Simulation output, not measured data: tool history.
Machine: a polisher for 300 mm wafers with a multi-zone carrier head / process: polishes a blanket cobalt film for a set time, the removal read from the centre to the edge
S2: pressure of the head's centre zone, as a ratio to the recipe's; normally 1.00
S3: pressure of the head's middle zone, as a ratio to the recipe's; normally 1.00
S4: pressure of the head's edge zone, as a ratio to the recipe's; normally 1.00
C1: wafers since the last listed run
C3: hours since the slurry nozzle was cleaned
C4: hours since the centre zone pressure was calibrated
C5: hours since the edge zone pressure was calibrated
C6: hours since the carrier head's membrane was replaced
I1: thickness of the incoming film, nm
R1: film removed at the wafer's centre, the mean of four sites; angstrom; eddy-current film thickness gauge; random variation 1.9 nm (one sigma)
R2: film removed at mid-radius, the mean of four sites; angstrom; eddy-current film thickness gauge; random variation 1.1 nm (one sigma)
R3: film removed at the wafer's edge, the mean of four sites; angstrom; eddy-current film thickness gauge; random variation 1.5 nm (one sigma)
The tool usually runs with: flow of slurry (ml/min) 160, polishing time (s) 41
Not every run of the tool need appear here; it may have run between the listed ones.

Run 1, day 0.000: usual settings; C1 0; wafers polished on this pad 74; C3 315.6; C4 441.8; C5 15.7; C6 257.9; I1 1075.3. Result: R1 1630 angstrom, R2 1665 angstrom, R3 1607 angstrom.
Run 2, day 2.433: usual settings but flow of slurry (ml/min) 110, S2 0.96, S3 1.06, S4 0.96; C1 702; wafers polished on this pad 776; C3 374.0; C4 500.2; C5 74.1; C6 316.3; I1 1100.7. Result: R1 1367 angstrom, R2 1522 angstrom, R3 1449 angstrom.
Run 3, day 3.712: usual settings but S3 1.04; C1 369; wafers polished on this pad 1145; C3 404.7; C4 530.9; C5 104.8; C6 347.0; I1 1100.3. Result: R1 1609 angstrom, R2 1638 angstrom, R3 1559 angstrom.
At day 6.283: slurry nozzle cleaned.
Run 4, day 6.454: usual settings but polishing time (s) 53; C1 779; wafers polished on this pad 1924; C3 4.1; C4 596.7; C5 170.6; C6 412.8; I1 1069.6. Result: R1 1975 angstrom, R2 2018 angstrom, R3 2004 angstrom.
Run 5, day 9.154: usual settings; C1 779; wafers polished on this pad 2703; C3 68.9; C4 661.5; C5 235.4; C6 477.6; I1 1093.8. Result: R1 1559 angstrom, R2 1543 angstrom, R3 1501 angstrom.
At day 10.617: carrier head's membrane replaced by a new one.
Run 6, day 11.921: usual settings but flow of slurry (ml/min) 145, S3 1.06; C1 738; wafers polished on this pad 3442; C3 135.3; C4 727.9; C5 301.8; C6 31.3; I1 1060.8. Result: R1 1514 angstrom, R2 1577 angstrom, R3 1472 angstrom.
Run 7, day 13.829: usual settings; C1 550; wafers polished on this pad 3992; C3 181.1; C4 773.7; C5 347.6; C6 77.1; I1 1067.1. Result: R1 1503 angstrom, R2 1539 angstrom, R3 1504 angstrom.
At day 15.704: worn pad replaced by a new one.
Run 8, day 15.725: usual settings but S3 1.04, polishing time (s) 30; C1 498; wafers polished on this pad 6; C3 226.6; C4 819.2; C5 393.1; C6 122.6; I1 1073.6. Result: R1 1216 angstrom, R2 1253 angstrom, R3 1188 angstrom.
Run 9, day 18.417: usual settings; C1 776; wafers polished on this pad 783; C3 291.2; C4 883.8; C5 457.7; C6 187.2; I1 1089.5. Result: R1 1602 angstrom, R2 1621 angstrom, R3 1580 angstrom.
Run 10, day 20.208: usual settings but S2 1.10, S3 0.92; C1 517; wafers polished on this pad 1300; C3 334.2; C4 926.8; C5 500.7; C6 230.2; I1 1078.8. Result: R1 1736 angstrom, R2 1521 angstrom, R3 1563 angstrom.
Run 11, day 22.233: usual settings but S2 0.89, S3 0.90, S4 0.90, polishing time (s) 35; C1 584; wafers polished on this pad 1884; C3 382.8; C4 975.4; C5 549.3; C6 278.8; I1 1074.2. Result: R1 1191 angstrom, R2 1272 angstrom, R3 1274 angstrom.
At day 24.400: slurry nozzle cleaned.
Run 12, day 24.988: usual settings; C1 782; wafers polished on this pad 2667; C3 14.1; C4 1041.5; C5 615.4; C6 344.9; I1 1090.1. Result: R1 1580 angstrom, R2 1547 angstrom, R3 1509 angstrom.
At day 25.571: edge zone pressure recalibrated.
Run 13, day 27.579: usual settings but S3 1.04, S4 1.12; C1 723; wafers polished on this pad 3390; C3 76.3; C4 1103.7; C5 48.2; C6 407.1; I1 1057.9. Result: R1 1535 angstrom, R2 1591 angstrom, R3 1563 angstrom.
At day 29.100: centre zone pressure recalibrated.
Run 14, day 29.638: usual settings but S2 0.96, S3 1.11; C1 569; wafers polished on this pad 3960; C3 125.7; C4 12.9; C5 97.6; C6 456.5; I1 1094.0. Result: R1 1491 angstrom, R2 1644 angstrom, R3 1463 angstrom.
At day 32.475: carrier head's membrane replaced by a new one.
Run 15, day 34.196: usual settings but flow of slurry (ml/min) 200, S2 0.90, S4 1.09, polishing time (s) 45; C1 1255; wafers polished on this pad 5216; C3 235.1; C4 122.3; C5 207.0; C6 41.3; I1 1076.8. Result: R1 1584 angstrom, R2 1758 angstrom, R3 1742 angstrom.
At day 35.167: worn pad replaced by a new one.
At day 40.012: slurry nozzle cleaned.
Run 16, day 40.462: usual settings but flow of slurry (ml/min) 115, S3 0.92, polishing time (s) 34; C1 1748; wafers polished on this pad 1516; C3 10.8; C4 272.7; C5 357.4; C6 191.7; I1 1078.2. Result: R1 1166 angstrom, R2 1142 angstrom, R3 1233 angstrom.
Run 17, day 41.958: usual settings but S2 0.89, S3 0.96, S4 0.93, polishing time (s) 37; C1 431; wafers polished on this pad 1948; C3 46.7; C4 308.6; C5 393.3; C6 227.6; I1 1075.7. Result: R1 1246 angstrom, R2 1389 angstrom, R3 1350 angstrom.
Run 18, day 43.438: usual settings; C1 426; wafers polished on this pad 2374; C3 82.2; C4 344.1; C5 428.8; C6 263.1; I1 1084.5. Result: R1 1538 angstrom, R2 1568 angstrom, R3 1555 angstrom.
Run 19, day 45.075: usual settings but flow of slurry (ml/min) 190, S2 1.07, S3 1.07, S4 1.09; C1 472; wafers polished on this pad 2847; C3 121.5; C4 383.4; C5 468.1; C6 302.4; I1 1082.5. Result: R1 1743 angstrom, R2 1686 angstrom, R3 1598 angstrom.
Run 20, day 46.208: usual settings but flow of slurry (ml/min) 200, polishing time (s) 51; C1 327; wafers polished on this pad 3174; C3 148.7; C4 410.6; C5 495.3; C6 329.6; I1 1099.5. Result: R1 1962 angstrom, R2 2017 angstrom, R3 1945 angstrom.
Run 21, day 47.500: usual settings but flow of slurry (ml/min) 175, S3 1.06, S4 0.94, polishing time (s) 30; C1 372; wafers polished on this pad 3547; C3 179.7; C4 441.6; C5 526.3; C6 360.6; I1 1096.2. Result: R1 1166 angstrom, R2 1201 angstrom, R3 1091 angstrom.

Branching from run 21: 5 alternative next runs. What would each branch give?
Run A, day 47.517: usual settings; C1 4; wafers polished on this pad 3552; C3 180.1; C4 442.0; C5 526.7; C6 361.0; I1 1073.3. Result: R1 ?, R2 ?, R3 ?.
Run B, day 47.517: usual settings but flow of slurry (ml/min) 190, S2 1.12, S3 1.05, S4 1.06; C1 4; wafers polished on this pad 3552; C3 180.1; C4 442.0; C5 526.7; C6 361.0; I1 1073.3. Result: R1 ?, R2 ?, R3 ?.
Run C, day 47.517: usual settings but flow of slurry (ml/min) 205; C1 4; wafers polished on this pad 3552; C3 180.1; C4 442.0; C5 526.7; C6 361.0; I1 1073.3. Result: R1 ?, R2 ?, R3 ?.
Run D, day 47.517: usual settings but flow of slurry (ml/min) 125, S4 1.04; C1 4; wafers polished on this pad 3552; C3 180.1; C4 442.0; C5 526.7; C6 361.0; I1 1073.3. Result: R1 ?, R2 ?, R3 ?.
Run E, day 47.517: usual settings but flow of slurry (ml/min) 205, S3 0.88, S4 1.04, polishing time (s) 50; C1 4; wafers polished on this pad 3552; C3 180.1; C4 442.0; C5 526.7; C6 361.0; I1 1073.3. Result: R1 ?, R2 ?, R3 ?.

run    R1    R2    R3
  A  1515  1543  1501
  B  1758  1641  1568
  C  1588  1610  1548
  D  1422  1459  1464
  E  1936  1812  1918
The same runs, with their run-to-run variation unchanged, on a tool lacking any hidden condition would have given:
run    R1    R2    R3
  A  1643  1673  1628
  B  1906  1779  1700
  C  1723  1745  1679
  D  1542  1582  1588
  E  2099  1965  2080
